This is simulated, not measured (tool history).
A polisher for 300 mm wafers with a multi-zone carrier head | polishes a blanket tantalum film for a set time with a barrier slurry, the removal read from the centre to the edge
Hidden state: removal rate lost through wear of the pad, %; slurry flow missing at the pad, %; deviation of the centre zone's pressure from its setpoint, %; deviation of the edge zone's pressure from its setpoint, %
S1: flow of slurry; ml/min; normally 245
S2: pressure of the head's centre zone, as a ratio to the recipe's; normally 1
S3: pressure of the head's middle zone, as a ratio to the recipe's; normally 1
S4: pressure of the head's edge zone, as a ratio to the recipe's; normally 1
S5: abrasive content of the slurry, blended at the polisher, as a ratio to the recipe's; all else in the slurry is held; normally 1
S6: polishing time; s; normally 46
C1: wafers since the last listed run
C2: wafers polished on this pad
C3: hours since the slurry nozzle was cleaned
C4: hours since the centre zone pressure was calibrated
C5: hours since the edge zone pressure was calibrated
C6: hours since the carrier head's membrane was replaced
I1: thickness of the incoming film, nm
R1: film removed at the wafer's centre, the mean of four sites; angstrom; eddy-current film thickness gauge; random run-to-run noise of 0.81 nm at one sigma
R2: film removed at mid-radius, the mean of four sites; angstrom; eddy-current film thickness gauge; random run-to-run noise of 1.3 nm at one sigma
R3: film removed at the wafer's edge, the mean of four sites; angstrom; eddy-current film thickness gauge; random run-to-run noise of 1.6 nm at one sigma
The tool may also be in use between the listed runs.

run     day   S1    S2    S3    S4    S5  S6   C1   C2     C3     C4     C5      C6     I1    R1    R2    R3
  1       0  245     1     1     1     1  46    0  444  216.7  862.6  856.5  1459.7  345.9  1133  1138  1173
  2     0.5  245     1     1     1     1  46   88  532  228.7  874.6  868.5  1471.7  344.7  1124  1129  1180
  3     0.9  245  1.08     1     1     1  46   70  602  238.3  884.2  878.1  1481.3  342.9  1172  1147  1180
  4   1.317  245  1.08     1     1     1  46   73  676  248.3  894.2  888.1  1491.3    343  1169  1133  1153
  5    2.05  245  1.08     1     1     1  46  129  805  265.9  911.8  905.7  1508.9    339  1177  1121  1162
      2.692  -- worn pad replaced by a new one
  6   2.712  245     1     1     1     1  57   87    3  281.8  927.7  921.6  1524.8  340.8  1365  1384  1460
  7   3.183  245     1     1     1     1  57   82   86  293.1    939  932.9  1536.1  342.3  1373  1379  1414
      3.804  -- edge zone pressure recalibrated
  8   3.825  245     1     1     1  0.95  46   98  184  308.5  954.4    0.5  1551.5  342.7  1068  1071  1114
  9   4.442  245  0.94  0.92     1     1  53  108  293  323.3  969.2   15.3  1566.3  338.5  1207  1161  1350
 10   4.808  245     1     1     1     1  60   64  357  332.1    978   24.1  1575.1  338.6  1403  1410  1464
 11   5.412  245     1     1     1     1  46  106  463  346.6  992.5   38.6  1589.6  339.6  1069  1094  1140
      5.692  -- carrier head's membrane replaced by a new one
       6.05  -- centre zone pressure recalibrated
 12   6.071  245     1     1     1     1  46   64  528  362.4    0.5   54.4     9.1  340.5  1086  1074  1139
 13   6.633  270   0.9  0.94     1     1  60   99  627  375.9     14   67.9    22.6  340.7  1334  1372  1493
      6.783  -- slurry nozzle cleaned
 14   6.975  245     1   1.1     1     1  46   52  680    4.6   22.2   76.1    30.8  338.8  1206  1285  1218
 15   7.425  245     1  0.91     1     1  46   79  759   15.4     33   86.9    41.6  334.4  1176  1094  1218
      7.879  -- worn pad replaced by a new one
 16     7.9  245     1     1     1     1  46   54    3   26.8   44.4   98.3      53  342.9  1197  1204  1203
 17   8.488  245     1   0.9     1     1  41  103  107   40.9   58.5  112.4    67.1    336  1045   972  1066
 18   9.079  315     1  1.03  1.03     1  30  104  211   55.1   72.7  126.6    81.3  337.5   805   812   813
 19     9.5  245     1     1     1     1  46   74  285   65.2   82.8  136.7    91.4  341.9  1189  1174  1191
 20  10.225  310     1     1     1     1  36  127  413   82.6  100.2  154.1   108.8  339.2   945   946   969
 21  10.625  245  0.89  1.06  1.05     1  51   70  483   92.2  109.8  163.7   118.4  339.1  1218  1390  1379

Below are 5 alternative next runs, each starting from the tool's condition after run 21. Predict each:
  A  10.642  245     1     1  1.05    1  46   2  486  92.6  110.2  164.1  118.8  343.5   ?   ?   ?
  B  10.642  245  0.93  1.06  1.11    1  46   2  486  92.6  110.2  164.1  118.8  343.5   ?   ?   ?
  C  10.642  245  1.05     1     1    1  46   2  486  92.6  110.2  164.1  118.8  343.5   ?   ?   ?
  D  10.642  205     1   0.9     1    1  46   2  486  92.6  110.2  164.1  118.8  343.5   ?   ?   ?
  E  10.642  190  1.07     1     1  1.2  46   2  486  92.6  110.2  164.1  118.8  343.5   ?   ?   ?

run    R1    R2    R3
  A  1161  1188  1219
  B  1111  1248  1252
  C  1197  1188  1190
  D  1122  1055  1165
  E  1227  1209  1226
Take away the tool's hidden state, keep each run's random variation, and the runs would have read:
run    R1    R2    R3
  A  1189  1214  1239
  B  1138  1275  1273
  C  1226  1214  1209
  D  1155  1083  1188
  E  1266  1243  1251

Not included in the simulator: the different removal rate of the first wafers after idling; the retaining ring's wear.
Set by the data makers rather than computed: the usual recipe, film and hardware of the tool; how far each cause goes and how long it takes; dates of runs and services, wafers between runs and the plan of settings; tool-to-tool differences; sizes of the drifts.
